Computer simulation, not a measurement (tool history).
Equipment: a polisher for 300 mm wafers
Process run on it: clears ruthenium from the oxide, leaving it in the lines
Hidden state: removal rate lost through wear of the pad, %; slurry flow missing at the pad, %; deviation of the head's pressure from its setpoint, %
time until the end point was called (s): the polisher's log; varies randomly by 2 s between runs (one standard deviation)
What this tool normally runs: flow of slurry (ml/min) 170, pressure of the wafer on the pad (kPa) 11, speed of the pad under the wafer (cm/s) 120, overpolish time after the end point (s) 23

run     day  flow of slurry (ml/min)  pressure of the wafer on the pad (kPa)  speed of the pad under the wafer (cm/s)  overpolish time after the end point (s)  wafers since the last listed run  wafers polished on this pad  hours since the slurry nozzle was cleaned  hours since the head pressure was calibrated  incoming thickness of the incoming film, nm  time until the end point was called (s)
  1       0                      170                                      11                                      120                                       23                                 0                         1290                                      127.7                                          31.4                                        134.3                                    121.6
  2   1.821                      170                                      11                                      120                                       23                               398                         1689                                      171.4                                          75.1                                        137.3                                    127.8
      3.079  -- worn pad replaced by a new one
  3   3.708                      170                                      11                                       90                                       23                               376                          138                                      216.7                                         120.4                                        135.1                                    145.2
  4   5.471                      170                                      11                                       90                                       23                               386                          524                                        259                                         162.7                                        135.2                                    156.1
      5.812  -- slurry nozzle cleaned
  5   6.833                      170                                      11                                      128                                       28                               289                          813                                       24.5                                         195.4                                        133.6                                    109.2
  6   9.067                      170                                      11                                      128                                       28                               489                         1302                                       78.1                                           249                                        136.6                                    111.7
     10.654  -- worn pad replaced by a new one
  7  10.796                      170                                      11                                      120                                       23                               342                           30                                      119.6                                         290.5                                        136.4                                    110.6
  8    12.1                      170                                      11                                      120                                       23                               285                          316                                      150.9                                         321.8                                        136.4                                    111.7
  9  14.333                      170                                      11                                      120                                       23                               489                          805                                      204.5                                         375.4                                        136.2                                    120.8
     14.683  -- slurry nozzle cleaned
       14.9  -- head pressure recalibrated
 10  16.783                      200                                      11                                      120                                       23                               509                         1314                                       50.4                                          45.2                                        135.7                                    115.2
 11  18.867                      200                                      11                                      120                                       23                               456                         1771                                      100.4                                          95.2                                        132.8                                    118.3
     19.733  -- worn pad replaced by a new one
 12  21.833                      170                                      11                                      120                                       23                               613                          459                                      171.6                                         166.4                                          135                                    117.7
 13  23.746                      170                                      11                                       96                                       23                               418                          878                                      217.5                                         212.3                                        135.6                                      152
     25.388  -- slurry nozzle cleaned
 14  25.712                      215                                    15.2                                      108                                       13                               421                         1300                                        7.8                                         259.5                                        132.4                                     93.3
 15  26.883                      115                                      11                                      120                                       13                               256                         1556                                       35.9                                         287.6                                        133.8                                      126
     27.717  -- worn pad replaced by a new one
 16    29.3                      170                                      11                                      120                                       35                               492                          346                                       93.9                                         345.6                                        134.7                                    112.7
     29.942  -- head pressure recalibrated
 17  32.196                      145                                      11                                      120                                       23                               615                          962                                      163.4                                          54.1                                        133.4                                    121.7
 18   33.35                      170                                      11                                      144                                       17                               252                         1215                                      191.1                                          81.8                                        133.5                                     94.4
     35.754  -- slurry nozzle cleaned
 19  35.983                      170                                      11                                      120                                       23                               567                         1782                                        5.5                                           145                                        132.7                                    120.8
     37.567  -- worn pad replaced by a new one
 20  38.588                      170                                      11                                      120                                       23                               533                          223                                         68                                         207.5                                        133.7                                    114.3
 21    39.8                      170                                     9.7                                      120                                       14                               265                          488                                       97.1                                         236.6                                        135.8                                    137.8
 22  41.712                      170                                    14.5                                      144                                       34                               418                          907                                        143                                         282.5                                          133                                     73.9
 23  44.396                      115                                    14.5                                      120                                       36                               587                         1495                                      207.4                                         346.9                                        134.3                                    100.7

Alternative continuations, all from the tool just after run 23; predict every row:
  A  44.417                      170                                      11                                      120                                       23                                 4                         1500                                      207.9                                         347.4                                          135                                        ?
  B  44.417                      170                                      11                                      102                                       23                                 4                         1500                                      207.9                                         347.4                                          135                                        ?
  C  44.417                      170                                      11                                      120                                       14                                 4                         1500                                      207.9                                         347.4                                          135                                        ?
  D  44.417                      170                                     8.3                                      120                                       12                                 4                         1500                                      207.9                                         347.4                                          135                                        ?
  E  44.417                      125                                     6.9                                      108                                       23                                 4                         1500                                      207.9                                         347.4                                          135                                        ?

run  time until the end point was called (s)
  A                                    119.9
  B                                    141.1
  C                                    119.9
  D                                    159.9
  E                                    224.6
With no hidden state in the tool, these same runs would have given:
run  time until the end point was called (s)
  A                                    108.1
  B                                    127.2
  C                                    108.1
  D                                    144.1
  E                                    202.5
